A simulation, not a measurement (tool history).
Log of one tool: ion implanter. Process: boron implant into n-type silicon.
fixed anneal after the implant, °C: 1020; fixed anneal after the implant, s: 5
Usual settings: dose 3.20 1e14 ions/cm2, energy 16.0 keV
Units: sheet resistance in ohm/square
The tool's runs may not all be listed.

run	hour	dose	energy	wafers since the last listed run	hours since the last dose calibration	hours since the extraction supply was calibrated	hours since the gauge calibration	read-back reference wafer on the same gauge, sheet resistance	sheet resistance
1	0.0	3.20	16.0	0	357.9	1583.1	974.1	345.76	304.62
2	42.7	3.20	16.0	1000	400.6	1625.8	1016.8	345.74	305.86
3	104.7	3.20	16.0	1452	462.6	1687.8	1078.8	345.36	306.66
4	136.3	3.20	12.0	740	494.2	1719.4	1110.4	344.66	314.57
5	168.0	3.20	12.0	742	525.9	1751.1	1142.1	345.02	317.10
# hour 190.7: Faraday cup replaced and dose calibrated
6	222.3	3.20	17.0	1084	31.6	1805.4	1196.4	344.67	303.29
7	273.3	3.20	17.0	1194	82.6	1856.4	1247.4	345.32	305.27
8	328.6	3.20	11.5	1295	137.9	1911.7	1302.7	344.89	317.48
9	362.8	3.20	16.0	800	172.1	1945.9	1336.9	344.95	304.75
10	409.0	3.20	16.0	1082	218.3	1992.1	1383.1	344.66	304.72
11	474.9	3.20	16.0	1543	284.2	2058.0	1449.0	344.99	305.61
12	509.9	3.20	16.0	819	319.2	2093.0	1484.0	345.29	304.49
13	554.9	2.60	13.0	1053	364.2	2138.0	1529.0	344.52	371.19
14	584.4	2.60	13.0	690	393.7	2167.5	1558.5	344.85	372.04
15	620.9	2.60	13.0	854	430.2	2204.0	1595.0	345.25	369.64
16	685.8	3.20	16.0	1520	495.1	2268.9	1659.9	344.73	305.30
# hour 701.9: Faraday cup replaced and dose calibrated
17	729.7	2.96	19.0	840	27.8	2312.8	1703.8	345.44	317.52
18	780.7	3.48	13.0	1194	78.8	2363.8	1754.8	344.90	292.25
# hour 833.0: gauge calibrated
19	849.1	2.63	12.0	1601	147.2	2432.2	16.1	345.16	371.72
20	913.5	3.79	20.0	1508	211.6	2496.6	80.5	344.65	260.81
21	1079.2	2.30	12.5	3880	377.3	2662.3	246.2	344.48	411.01
22	1140.8	3.20	19.5	1442	438.9	2723.9	307.8	345.20	299.70
23	1177.9	3.20	16.0	868	476.0	2761.0	344.9	345.16	305.95
24	1208.6	3.20	16.0	719	506.7	2791.7	375.6	345.40	305.99
25	1242.8	2.29	16.0	800	540.9	2825.9	409.8	345.38	400.38
# hour 1268.3: extraction supply calibrated
26	1270.8	3.20	16.0	468	568.9	2.5	437.8	345.48	304.45
# hour 1326.4: Faraday cup replaced and dose calibrated
27	1326.9	3.20	12.5	1126	0.5	58.6	493.9	344.98	316.55
28	1384.8	4.07	14.0	1356	58.4	116.5	551.8	344.82	255.66
29	1556.0	3.61	19.5	4009	229.6	287.7	723.0	345.12	272.09
30	1603.0	2.33	19.5	1100	276.6	334.7	770.0	344.50	384.98
31	1674.0	3.93	12.5	1662	347.6	405.7	841.0	344.76	266.56
32	1719.6	3.20	12.0	1067	393.2	451.3	886.6	345.28	315.68
33	1768.1	3.20	16.0	1135	441.7	499.8	935.1	345.51	304.97

The tool's hidden state at each run:
deviation of the true dose from the Faraday cup's reading, %: 0 in every run
deviation of the true energy from its setpoint, %: 0 in every run
gauge reads high (%): 0 in every run
